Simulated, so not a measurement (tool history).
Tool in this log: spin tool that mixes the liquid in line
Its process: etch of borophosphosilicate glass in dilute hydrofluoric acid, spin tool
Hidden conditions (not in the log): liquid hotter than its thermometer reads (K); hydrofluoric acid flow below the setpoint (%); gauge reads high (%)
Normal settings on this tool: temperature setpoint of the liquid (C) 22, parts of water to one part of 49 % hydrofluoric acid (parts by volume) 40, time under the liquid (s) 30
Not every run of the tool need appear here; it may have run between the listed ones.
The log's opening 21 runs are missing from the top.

run,hour,temperature setpoint of the liquid (C),parts of water to one part of 49 % hydrofluoric acid (parts by volume),time under the liquid (s),wafers since the last listed run,hours since the thermometer was replaced,hours since the hydrofluoric acid flow meter was replaced,hours since the gauge calibration,"read-back film thickness of the borophosphosilicate glass reference wafer, read on the same gauge (nm)",thickness taken off the borophosphosilicate glass on a monitor wafer (angstrom)
22,1054.9,20.5,55,15,571,246.7,267.3,463.9,130.02,142.2
23,1102.4,26,40,30,495,294.2,314.8,511.4,129.98,505
24,1152.9,22,40,30,526,344.7,365.3,561.9,130.02,426.2
25,1188.7,18,40,20,373,380.5,401.1,597.7,129.96,236.9
26,1219.7,19.5,50,20,323,411.5,432.1,628.7,129.96,204.1
27,1274.7,22,25,40,573,466.5,487.1,683.7,130.02,919.3
28,1338.3,22,25,30,662,530.1,550.7,747.3,130.02,680.1
29,1395.3,22,40,30,594,587.1,607.7,804.3,129.97,424.4

Run 30 is up next; what results do you expect?
30,1449.4,25.5,50,50,563,641.2,661.8,858.4,?,?

read-back film thickness of the borophosphosilicate glass reference wafer, read on the same gauge (nm): 130
thickness taken off the borophosphosilicate glass on a monitor wafer (angstrom): 632.8
The same run, on a tool lacking any hidden state, would have yielded thickness taken off the borophosphosilicate glass on a monitor wafer (angstrom) 667.9.
